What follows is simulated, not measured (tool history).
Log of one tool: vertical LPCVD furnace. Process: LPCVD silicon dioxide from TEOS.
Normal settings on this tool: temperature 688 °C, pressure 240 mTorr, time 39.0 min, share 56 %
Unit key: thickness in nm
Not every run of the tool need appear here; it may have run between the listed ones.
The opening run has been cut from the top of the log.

| run | hour | temperature | pressure | time | share | read-back reference wafer on the same gauge, thickness | thickness |
|---|---|---|---|---|---|---|---|
| 2 | 17.7 | 688 | 240 | 39.0 | 56 | 202.09 | 179.98 |
| 3 | 48.3 | 688 | 240 | 35.5 | 56 | 202.24 | 164.32 |
|  | 95.7 | pressure gauge zeroed |
| 4 | 96.2 | 688 | 240 | 35.5 | 56 | 201.94 | 164.67 |
| 5 | 114.6 | 688 | 240 | 39.0 | 56 | 202.01 | 181.33 |
| 6 | 143.6 | 688 | 240 | 39.0 | 56 | 202.17 | 181.03 |
| 7 | 169.4 | 688 | 240 | 39.0 | 56 | 202.21 | 181.22 |
| 8 | 184.2 | 682 | 240 | 48.0 | 56 | 202.10 | 193.54 |
| 9 | 203.4 | 698 | 240 | 39.0 | 56 | 201.96 | 229.86 |
| 10 | 230.2 | 681 | 240 | 48.0 | 53 | 201.99 | 184.68 |
| 11 | 252.4 | 688 | 240 | 39.0 | 56 | 201.87 | 181.42 |
| 12 | 280.5 | 692 | 290 | 30.5 | 56 | 202.08 | 172.40 |
| 13 | 307.5 | 688 | 240 | 39.0 | 56 | 201.97 | 182.40 |
|  | 344.3 | gauge calibrated |
|  | 348.0 | thermocouples replaced and temperature profile calibrated |
| 14 | 348.5 | 688 | 205 | 39.0 | 63 | 201.99 | 186.45 |
| 15 | 389.1 | 699 | 240 | 39.0 | 60 | 202.06 | 254.75 |
| 16 | 409.6 | 688 | 240 | 39.0 | 56 | 202.01 | 191.25 |
| 17 | 430.4 | 677 | 240 | 49.5 | 56 | 201.77 | 186.19 |
| 18 | 444.2 | 688 | 240 | 39.0 | 56 | 202.06 | 190.19 |
| 19 | 461.1 | 688 | 240 | 39.0 | 51 | 201.98 | 181.74 |
| 20 | 497.0 | 676 | 200 | 39.0 | 56 | 201.90 | 131.35 |
| 21 | 531.3 | 688 | 240 | 39.0 | 56 | 201.97 | 190.85 |
|  | 556.5 | TEOS flow controller replaced |
| 22 | 561.1 | 688 | 280 | 25.5 | 56 | 202.22 | 134.89 |
| 23 | 573.6 | 683 | 240 | 39.0 | 56 | 202.02 | 169.35 |

For run 24, what comes out?
|  | 606.6 | thermocouples replaced and temperature profile calibrated, repeated, since the last time left the tool worse |
| 24 | 607.1 | 688 | 240 | 39.0 | 56 | ? | ? |

Run 24 gave read-back reference wafer on the same gauge, thickness 201.98, thickness 172.95 nm.
With the hidden condition absent and the run-to-run variation left alone, this run would have shown thickness 172.93 nm.

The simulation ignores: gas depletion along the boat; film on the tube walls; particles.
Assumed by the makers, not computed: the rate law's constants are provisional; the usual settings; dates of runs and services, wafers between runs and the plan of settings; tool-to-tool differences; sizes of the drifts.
